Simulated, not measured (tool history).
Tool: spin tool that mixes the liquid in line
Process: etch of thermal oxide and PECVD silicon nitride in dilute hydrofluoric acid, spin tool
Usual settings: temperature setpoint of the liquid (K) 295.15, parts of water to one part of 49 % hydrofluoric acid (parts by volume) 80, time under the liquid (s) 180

| run | hour | temperature setpoint of the liquid (K) | parts of water to one part of 49 % hydrofluoric acid (parts by volume) | time under the liquid (s) | wafers since the last listed run | hours since the thermometer was replaced | hours since the hydrofluoric acid flow meter was replaced | hours since the gauge calibration | read-back film thickness of the thermal oxide reference wafer, read on the same gauge (nm) | read-back film thickness of the PECVD silicon nitride reference wafer, read on the same gauge (nm) | thickness taken off the thermal oxide on a monitor wafer (angstrom) | thickness taken off the PECVD silicon nitride on a monitor wafer (angstrom) |
|---|---|---|---|---|---|---|---|---|---|---|---|---|
| 1 | 0.0 | 295.15 | 80 | 180 | 0 | 566.6 | 108.3 | 22.3 | 29.92 | 59.83 | 110.6 | 54.9 |
| 2 | 31.4 | 295.15 | 80 | 180 | 139 | 598.0 | 139.7 | 53.7 | 29.82 | 59.67 | 111.8 | 54.6 |
| 3 | 67.2 | 295.15 | 80 | 180 | 158 | 633.8 | 175.5 | 89.5 | 29.75 | 59.48 | 110.5 | 54.9 |
| 4 | 83.5 | 298.15 | 110 | 280 | 72 | 650.1 | 191.8 | 105.8 | 29.70 | 59.44 | 135.4 | 75.7 |
| 5 | 111.1 | 295.15 | 80 | 180 | 122 | 677.7 | 219.4 | 133.4 | 29.64 | 59.25 | 110.0 | 54.2 |
| 6 | 141.6 | 291.15 | 100 | 80 | 135 | 708.2 | 249.9 | 163.9 | 29.58 | 59.16 | 32.3 | 14.8 |
| 7 | 168.8 | 295.15 | 80 | 235 | 120 | 735.4 | 277.1 | 191.1 | 29.52 | 59.03 | 142.7 | 71.6 |
| 8 | 186.0 | 297.65 | 80 | 95 | 76 | 752.6 | 294.3 | 208.3 | 29.50 | 58.99 | 64.1 | 33.8 |
| 9 | 219.9 | 298.15 | 60 | 90 | 150 | 786.5 | 328.2 | 242.2 | 29.43 | 58.85 | 84.5 | 43.9 |
| 10 | 241.0 | 293.15 | 80 | 125 | 93 | 807.6 | 349.3 | 263.3 | 29.38 | 58.76 | 70.0 | 33.0 |
| 11 | 255.8 | 297.15 | 65 | 75 | 65 | 822.4 | 364.1 | 278.1 | 29.36 | 58.72 | 62.1 | 31.6 |
| 12 | 270.9 | 295.15 | 80 | 180 | 66 | 837.5 | 379.2 | 293.2 | 29.33 | 58.68 | 109.3 | 53.9 |
| 13 | 288.7 | 295.15 | 80 | 135 | 78 | 855.3 | 397.0 | 311.0 | 29.31 | 58.63 | 81.1 | 40.0 |
| 14 | 310.2 | 295.15 | 80 | 180 | 95 | 876.8 | 418.5 | 332.5 | 29.27 | 58.56 | 109.0 | 53.5 |
| 15 | 322.7 | 298.15 | 115 | 180 | 55 | 889.3 | 431.0 | 345.0 | 29.29 | 58.54 | 81.2 | 45.3 |
| 16 | 343.4 | 295.15 | 70 | 180 | 91 | 910.0 | 451.7 | 365.7 | 29.24 | 58.47 | 125.8 | 60.7 |
|  | 345.8 | thermometer replaced |
| 17 | 368.3 | 295.15 | 80 | 180 | 106 | 22.5 | 476.6 | 390.6 | 29.19 | 58.41 | 107.3 | 53.3 |
| 18 | 390.7 | 299.65 | 50 | 270 | 99 | 44.9 | 499.0 | 413.0 | 29.18 | 58.34 | 323.0 | 172.9 |
| 19 | 411.3 | 290.15 | 80 | 180 | 91 | 65.5 | 519.6 | 433.6 | 29.15 | 58.31 | 87.9 | 38.2 |
| 20 | 425.3 | 295.15 | 80 | 275 | 62 | 79.5 | 533.6 | 447.6 | 29.13 | 58.25 | 165.2 | 82.0 |
| 21 | 454.5 | 298.65 | 80 | 180 | 129 | 108.7 | 562.8 | 476.8 | 29.08 | 58.20 | 124.2 | 67.5 |
| 22 | 475.8 | 298.15 | 90 | 180 | 94 | 130.0 | 584.1 | 498.1 | 29.09 | 58.15 | 106.9 | 58.2 |
| 23 | 506.7 | 290.65 | 80 | 230 | 137 | 160.9 | 615.0 | 529.0 | 29.04 | 58.11 | 114.4 | 50.0 |
| 24 | 541.7 | 295.15 | 80 | 180 | 155 | 195.9 | 650.0 | 564.0 | 29.02 | 58.03 | 107.6 | 53.5 |
| 25 | 575.8 | 295.15 | 80 | 180 | 151 | 230.0 | 684.1 | 598.1 | 28.98 | 57.99 | 108.2 | 53.1 |
| 26 | 603.2 | 297.65 | 80 | 270 | 121 | 257.4 | 711.5 | 625.5 | 28.97 | 57.94 | 179.0 | 94.1 |
| 27 | 628.3 | 295.15 | 45 | 180 | 111 | 282.5 | 736.6 | 650.6 | 28.94 | 57.87 | 198.9 | 92.8 |

3 ways to go on from here, each from the tool as it stands after run 27. What would each give?
| A | 628.8 | 295.15 | 60 | 180 | 2 | 283.0 | 737.1 | 651.1 | ? | ? | ? | ? |
| B | 628.8 | 293.65 | 80 | 110 | 2 | 283.0 | 737.1 | 651.1 | ? | ? | ? | ? |
| C | 628.8 | 299.65 | 80 | 110 | 2 | 283.0 | 737.1 | 651.1 | ? | ? | ? | ? |

| run | read-back film thickness of the thermal oxide reference wafer, read on the same gauge (nm) | read-back film thickness of the PECVD silicon nitride reference wafer, read on the same gauge (nm) | thickness taken off the thermal oxide on a monitor wafer (angstrom) | thickness taken off the PECVD silicon nitride on a monitor wafer (angstrom) |
|---|---|---|---|---|
| A | 28.94 | 57.87 | 147.0 | 70.2 |
| B | 28.94 | 57.87 | 61.8 | 29.2 |
| C | 28.94 | 57.87 | 78.7 | 43.6 |
Without the tool's hidden state the same runs would have given:
| run | thickness taken off the thermal oxide on a monitor wafer (angstrom) | thickness taken off the PECVD silicon nitride on a monitor wafer (angstrom) |
|---|---|---|
| A | 152.3 | 72.7 |
| B | 64.1 | 30.3 |
| C | 81.6 | 45.2 |
